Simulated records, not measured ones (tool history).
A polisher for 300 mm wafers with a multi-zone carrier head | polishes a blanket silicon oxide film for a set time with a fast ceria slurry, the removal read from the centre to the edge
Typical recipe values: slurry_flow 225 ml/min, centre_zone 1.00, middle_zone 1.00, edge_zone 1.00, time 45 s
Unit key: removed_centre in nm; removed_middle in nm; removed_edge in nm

run    hour  slurry_flow  centre_zone  middle_zone  edge_zone  time  incoming thickness of the incoming film, nm  removed_centre  removed_middle  removed_edge
  1     0.0          225         1.00         1.00       1.00    45                                       3875.9           408.3           396.7         398.5
       62.7  -- centre zone pressure recalibrated
  2   267.9          225         1.00         1.00       1.00    45                                       3785.9           383.9           378.5         385.2
      272.2  -- slurry nozzle cleaned
  3   352.9          225         1.00         1.00       1.00    45                                       3835.5           375.4           369.1         377.8
      382.6  -- worn pad replaced by a new one
  4   402.5          225         1.00         1.00       1.00    45                                       3863.6           410.4           409.9         408.6
      423.9  -- edge zone pressure recalibrated
  5   467.3          265         1.00         1.00       1.00    45                                       3853.0           422.5           409.5         414.5
  6   546.7          165         0.92         0.92       1.00    45                                       3824.9           353.8           363.8         389.3
  7   627.6          190         1.00         0.94       1.00    45                                       3819.4           390.1           366.5         395.9
  8   838.3          145         1.00         1.00       0.94    51                                       3843.7           405.0           402.8         402.3
  9   902.9          225         1.00         1.07       1.00    45                                       3845.6           378.9           384.8         378.6
      915.3  -- worn pad replaced by a new one
 10   944.3          225         1.00         1.00       1.00    45                                       3753.1           415.1           406.7         413.5
     1004.8  -- slurry nozzle cleaned
 11  1005.3          225         1.03         0.89       1.11    37                                       3829.3           355.5           309.8         354.3
     1062.6  -- carrier head's membrane replaced by a new one
 12  1109.6          160         1.11         1.00       1.00    45                                       3860.9           418.9           380.0         389.4
 13  1190.2          250         1.00         1.05       0.90    33                                       3811.5           297.6           302.9         283.5
 14  1273.7          225         1.03         0.89       1.11    37                                       3820.0           336.8           292.8         339.5
 15  1359.8          225         1.00         1.00       1.00    56                                       3857.3           480.8           475.7         484.8
 16  1415.9          225         1.00         1.00       1.00    45                                       3749.2           389.9           378.9         378.2
     1421.0  -- centre zone pressure recalibrated
 17  1455.0          160         1.09         1.00       1.00    45                                       3825.4           398.5           360.7         361.9
     1499.8  -- worn pad replaced by a new one
 18  1521.3          225         1.00         1.00       1.03    45                                       3869.1           425.4           409.8         418.7
 19  1608.0          150         1.10         1.08       1.00    55                                       3797.8           513.5           483.2         474.9
 20  1671.5          225         1.00         0.95       1.00    45                                       3782.9           407.6           383.8         402.8
 21  1739.4          225         1.00         1.00       1.09    45                                       3834.9           406.5           398.0         415.2

What if the next run were any one of these 5? Each begins from the tool's condition after run 21:
  A  1739.8          225         1.00         1.00       1.00    45                                       3831.1               ?               ?             ?
  B  1739.8          250         0.97         1.00       1.00    58                                       3831.1               ?               ?             ?
  C  1739.8          225         1.00         1.00       1.00    55                                       3831.1               ?               ?             ?
  D  1739.8          190         0.94         1.00       1.00    45                                       3831.1               ?               ?             ?
  E  1739.8          225         0.95         0.96       1.03    59                                       3831.1               ?               ?             ?

run  removed_centre  removed_middle  removed_edge
  A           392.3           390.8         401.5
  B           497.0           509.8         522.2
  C           479.5           477.7         490.8
  D           359.9           382.7         395.2
  E           488.4           498.9         534.3
Without the tool's hidden state the same runs would have given:
run  removed_centre  removed_middle  removed_edge
  A           412.2           410.6         421.9
  B           522.1           535.7         548.6
  C           503.8           501.9         515.6
  D           378.1           402.1         415.2
  E           513.1           524.1         561.4
